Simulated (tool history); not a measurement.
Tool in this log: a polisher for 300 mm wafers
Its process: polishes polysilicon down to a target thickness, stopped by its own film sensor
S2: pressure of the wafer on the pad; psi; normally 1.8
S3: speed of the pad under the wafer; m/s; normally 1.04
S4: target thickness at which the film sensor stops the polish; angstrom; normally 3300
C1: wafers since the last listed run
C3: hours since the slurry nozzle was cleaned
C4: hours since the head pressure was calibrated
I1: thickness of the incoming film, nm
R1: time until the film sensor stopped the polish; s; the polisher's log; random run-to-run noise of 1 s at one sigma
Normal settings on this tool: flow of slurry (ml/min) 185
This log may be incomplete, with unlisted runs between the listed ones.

Run 1, hour 0: usual settings but flow of slurry (ml/min) 140, S3 1.16 m/s; C1 0; wafers polished on this pad 174; C3 123.7; C4 537.1; I1 713.8. Result: R1 57.7 s.
Run 2, hour 66.4: usual settings but flow of slurry (ml/min) 140, S3 1.16 m/s; C1 534; wafers polished on this pad 709; C3 190.1; C4 603.5; I1 727.3. Result: R1 59.4 s.
Run 3, hour 169.6: usual settings but S3 1.3 m/s; C1 830; wafers polished on this pad 1540; C3 293.3; C4 706.7; I1 721.2. Result: R1 49.7 s.
At hour 234.9: worn pad replaced by a new one.
Run 4, hour 258.3: usual settings but S3 1.3 m/s; C1 681; wafers polished on this pad 188; C3 382; C4 795.4; I1 712.7. Result: R1 49.6 s.
Run 5, hour 326.1: usual settings; C1 545; wafers polished on this pad 734; C3 449.8; C4 863.2; I1 723.6. Result: R1 60.7 s.
Run 6, hour 392.6: usual settings but flow of slurry (ml/min) 165; C1 535; wafers polished on this pad 1269; C3 516.3; C4 929.7; I1 715.5. Result: R1 60.9 s.
At hour 481.3: worn pad replaced by a new one.
Run 7, hour 489.6: usual settings but flow of slurry (ml/min) 165; C1 748; wafers polished on this pad 66; C3 613.3; C4 1026.7; I1 723.4. Result: R1 63.3 s.
At hour 580.1: head pressure recalibrated.
Run 8, hour 591.2: usual settings but flow of slurry (ml/min) 235, S2 1.4 psi, S3 0.92 m/s, S4 4380 angstrom; C1 801; wafers polished on this pad 868; C3 714.9; C4 11.1; I1 716.8. Result: R1 53.2 s.
At hour 704: slurry nozzle cleaned.
At hour 732.2: worn pad replaced by a new one.
Run 9, hour 800.8: usual settings but flow of slurry (ml/min) 235, S2 1.4 psi, S3 0.92 m/s, S4 4380 angstrom; C1 1646; wafers polished on this pad 551; C3 96.8; C4 220.7; I1 735.7. Result: R1 58.2 s.

The next listed run, before its measurement:
Run 10, hour 850.8: usual settings; C1 402; wafers polished on this pad 954; C3 146.8; C4 270.7; I1 720.1. Result: R1 ?.

R1: 59.6 s
If the tool had no hidden condition, the same run with the same run-to-run variation would have returned R1 59.6 s.

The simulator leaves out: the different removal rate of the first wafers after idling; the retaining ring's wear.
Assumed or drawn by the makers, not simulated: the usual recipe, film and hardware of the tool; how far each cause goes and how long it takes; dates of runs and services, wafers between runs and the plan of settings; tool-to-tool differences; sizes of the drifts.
